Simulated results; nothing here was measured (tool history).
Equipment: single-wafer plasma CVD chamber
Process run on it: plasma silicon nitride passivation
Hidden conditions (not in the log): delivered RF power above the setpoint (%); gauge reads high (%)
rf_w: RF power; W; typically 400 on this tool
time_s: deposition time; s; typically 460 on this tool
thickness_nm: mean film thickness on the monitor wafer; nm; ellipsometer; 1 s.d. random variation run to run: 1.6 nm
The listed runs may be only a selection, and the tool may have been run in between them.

| run | hour | rf_w | time_s | wafers since the last listed run | hours since the last RF generator calibration | hours since the showerhead was replaced | hours since the gauge calibration | read-back reference wafer on the same gauge, thickness_nm | thickness_nm |
|---|---|---|---|---|---|---|---|---|---|
| 1 | 0 | 400 | 422 | 0 | 192.5 | 7080.4 | 706.8 | 592.784 | 580.594 |
| 2 | 70.8 | 400 | 422 | 328 | 263.3 | 7151.2 | 777.6 | 592.387 | 581.666 |
| 3 | 95.3 | 400 | 460 | 113 | 287.8 | 7175.7 | 802.1 | 592.53 | 631.407 |
| 4 | 120.6 | 400 | 460 | 117 | 313.1 | 7201 | 827.4 | 592.807 | 632.742 |
| 5 | 180.4 | 400 | 460 | 277 | 372.9 | 7260.8 | 887.2 | 592.87 | 629.288 |
| 6 | 214.7 | 400 | 460 | 159 | 407.2 | 7295.1 | 921.5 | 593.299 | 631.696 |
| 7 | 275.5 | 400 | 460 | 282 | 468 | 7355.9 | 982.3 | 593.718 | 630.553 |
| 8 | 332.4 | 400 | 479 | 263 | 524.9 | 7412.8 | 1039.2 | 593.511 | 656.769 |
| 9 | 379.1 | 400 | 479 | 216 | 571.6 | 7459.5 | 1085.9 | 592.989 | 657.582 |
| 10 | 428.5 | 400 | 479 | 229 | 621 | 7508.9 | 1135.3 | 593.265 | 656.635 |
| 11 | 473.2 | 400 | 460 | 207 | 665.7 | 7553.6 | 1180 | 593.094 | 631.493 |
| 12 | 545.1 | 400 | 460 | 333 | 737.6 | 7625.5 | 1251.9 | 593.255 | 628.687 |
| 13 | 602 | 400 | 484 | 263 | 794.5 | 7682.4 | 1308.8 | 593.013 | 661.909 |
| 14 | 627.4 | 400 | 484 | 117 | 819.9 | 7707.8 | 1334.2 | 593.087 | 663.163 |
| 15 | 668.5 | 400 | 484 | 190 | 861 | 7748.9 | 1375.3 | 592.986 | 661.847 |
| 16 | 737.6 | 400 | 460 | 320 | 930.1 | 7818 | 1444.4 | 593.169 | 628.566 |
|  | 768.9 | showerhead replaced |
| 17 | 802.5 | 320 | 537 | 263 | 995 | 33.6 | 1509.3 | 592.984 | 708.995 |
|  | 843.3 | gauge calibrated |
| 18 | 845.2 | 400 | 460 | 198 | 1037.7 | 76.3 | 1.9 | 592.719 | 630.126 |
| 19 | 880.3 | 330 | 429 | 162 | 1072.8 | 111.4 | 37 | 593.681 | 571.198 |
| 20 | 927.3 | 400 | 390 | 218 | 1119.8 | 158.4 | 84 | 593.04 | 530.236 |
| 21 | 988.9 | 400 | 493 | 285 | 1181.4 | 220 | 145.6 | 592.875 | 671.043 |
| 22 | 1028.9 | 380 | 510 | 185 | 1221.4 | 260 | 185.6 | 592.642 | 690.005 |
|  | 1040.9 | RF generator calibrated |
| 23 | 1100.7 | 475 | 435 | 295 | 59.8 | 331.8 | 257.4 | 592.778 | 613.532 |
| 24 | 1152.2 | 425 | 390 | 238 | 111.3 | 383.3 | 308.9 | 592.671 | 539.578 |
| 25 | 1217.8 | 400 | 460 | 304 | 176.9 | 448.9 | 374.5 | 593.331 | 633.873 |
| 26 | 1249.2 | 400 | 460 | 145 | 208.3 | 480.3 | 405.9 | 592.848 | 633.56 |
| 27 | 1299.9 | 465 | 496 | 235 | 259 | 531 | 456.6 | 593.112 | 699.643 |
| 28 | 1366.3 | 400 | 460 | 308 | 325.4 | 597.4 | 523 | 592.664 | 632.791 |
| 29 | 1433.4 | 355 | 410 | 311 | 392.5 | 664.5 | 590.1 | 592.934 | 553.194 |
| 30 | 1487.8 | 350 | 378 | 252 | 446.9 | 718.9 | 644.5 | 592.936 | 510.353 |

Some steps in thickness_nm between neighbouring runs. How much of each would the tool show without its hidden state too (settings, what came in, random variation), and how much is left for the hidden state, with any gauge scatter that isn't in both results?
Run 16 -> 17: rf_w 400 -> 320, time_s 460 -> 537, showerhead replaced. thickness_nm +80.429 nm: hidden state -1.21, all else +81.639.
Run 20 -> 21: time_s 390 -> 493. thickness_nm +140.807 nm: hidden state -2.09, all else +142.897.
Run 22 -> 23: rf_w 380 -> 475, time_s 510 -> 435, RF generator calibrated. thickness_nm -76.473 nm: hidden state +7.778, all else -84.251.
Run 24 -> 25: rf_w 425 -> 400, time_s 390 -> 460. thickness_nm +94.295 nm: hidden state -0.135, all else +94.43.
